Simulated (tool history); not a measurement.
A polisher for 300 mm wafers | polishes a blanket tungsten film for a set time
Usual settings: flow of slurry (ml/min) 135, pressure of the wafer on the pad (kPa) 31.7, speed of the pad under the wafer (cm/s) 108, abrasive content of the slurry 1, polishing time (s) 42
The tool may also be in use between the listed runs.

run,day,flow of slurry (ml/min),pressure of the wafer on the pad (kPa),speed of the pad under the wafer (cm/s),abrasive content of the slurry,polishing time (s),wafers since the last listed run,wafers polished on this pad,hours since the slurry nozzle was cleaned,hours since the head pressure was calibrated,hours since the slurry blender was calibrated,hours since the slurry got fresh peroxide,"incoming thickness of the incoming film, nm",film removed (Å)
1,0,135,28.3,108,1,42,0,855,166.2,736.8,251.3,308.9,751.1,2396
# day 0.488: slurry tank refilled with fresh slurry and peroxide
# day 2.367: slurry blender recalibrated
2,3.846,135,28.3,108,1,42,1051,1907,258.5,829.1,35.5,80.6,760,2316
3,7.396,160,31.7,108,1,42,1003,2911,343.7,914.3,120.7,165.8,752.9,2627
# day 7.988: head pressure recalibrated
# day 10.454: slurry nozzle cleaned
4,10.533,160,31.7,108,1,42,851,3762,1.9,61.1,196,241.1,758.5,2668
# day 11.167: worn pad replaced by a new one
5,12.604,135,31.7,96,1,53,538,406,51.6,110.8,245.7,290.8,747.8,3045
# day 13.704: slurry tank refilled with fresh slurry and peroxide
# day 15.425: slurry blender recalibrated
6,16.067,135,31.7,108,1.2,42,943,1350,134.7,193.9,15.4,56.7,745.5,2665
7,18.825,135,31.7,108,1.2,42,779,2130,200.9,260.1,81.6,122.9,739,2621
8,22.033,135,31.7,108,1.1,42,906,3037,277.9,337.1,158.6,199.9,748,2537
9,23.558,135,31.7,108,1.1,42,431,3468,314.5,373.7,195.2,236.5,751.6,2530
# day 24.308: worn pad replaced by a new one
10,25.55,135,31.7,108,1.1,42,515,351,362.3,421.5,243,284.3,754.5,2811
# day 25.817: slurry nozzle cleaned
# day 26.9: slurry tank refilled with fresh slurry and peroxide
11,27.946,135,31.7,84,1,42,653,1005,51.1,479,300.5,25.1,749.3,2072
# day 29.183: slurry blender recalibrated
12,32.246,135,31.7,84,1,42,1192,2197,154.3,582.2,73.5,128.3,746,2045
13,35.008,135,31.7,108,1,47,780,2978,220.6,648.5,139.8,194.6,761.1,2839
14,37.933,135,42.1,108,1.15,36,826,3805,290.8,718.7,210,264.8,754.9,2980
# day 38.8: slurry nozzle cleaned
# day 38.838: worn pad replaced by a new one
# day 40.742: slurry blender recalibrated
# day 40.938: head pressure recalibrated
# day 41.971: slurry tank refilled with fresh slurry and peroxide
15,41.992,165,31.7,108,1,42,1066,832,76.6,25.3,30,0.5,751.5,2781
16,43.629,150,42.1,72,1,30,462,1295,115.9,64.6,69.3,39.8,756.8,1708
17,46.125,135,31.7,108,1,42,705,2001,175.8,124.5,129.2,99.7,737.3,2567
18,48.842,135,24.8,108,1,42,767,2769,241,189.7,194.4,164.9,739.8,1995
# day 51.362: worn pad replaced by a new one
19,52.658,135,29,108,1,36,1031,365,332.6,281.3,286,256.5,758.5,2194
# day 53.279: slurry blender recalibrated
# day 53.458: slurry nozzle cleaned
20,55.229,135,31.7,108,1.2,42,691,1057,42.5,343,46.8,318.2,750.3,2791
# day 56.779: slurry tank refilled with fresh slurry and peroxide
21,57.817,110,31.7,108,0.85,53,719,1776,104.6,405.1,108.9,24.9,749.1,3057
22,59.938,135,31.7,108,1,42,599,2376,155.5,456,159.8,75.8,734.1,2606
23,62.321,135,31.7,108,1,42,673,3050,212.7,513.2,217,133,753.9,2599
24,64.925,135,31.7,144,1,42,736,3786,275.2,575.7,279.5,195.5,749.4,3374
# day 65.554: worn pad replaced by a new one
25,66.921,180,31.7,108,1.25,42,517,386,323.1,623.6,327.4,243.4,753.1,3073

3 ways to go on from here, each from the tool as it stands after run 25. What would each give?
A,66.938,135,31.7,108,1,42,4,391,323.5,624,327.8,243.8,762.1,?
B,66.938,175,28.3,80,1.15,42,4,391,323.5,624,327.8,243.8,762.1,?
C,66.938,135,27.6,124,1.25,49,4,391,323.5,624,327.8,243.8,762.1,?

run,film removed (Å)
A,2759
B,1982
C,3407
Without the tool's hidden state the same runs would have given:
run,film removed (Å)
A,2918
B,2096
C,3603
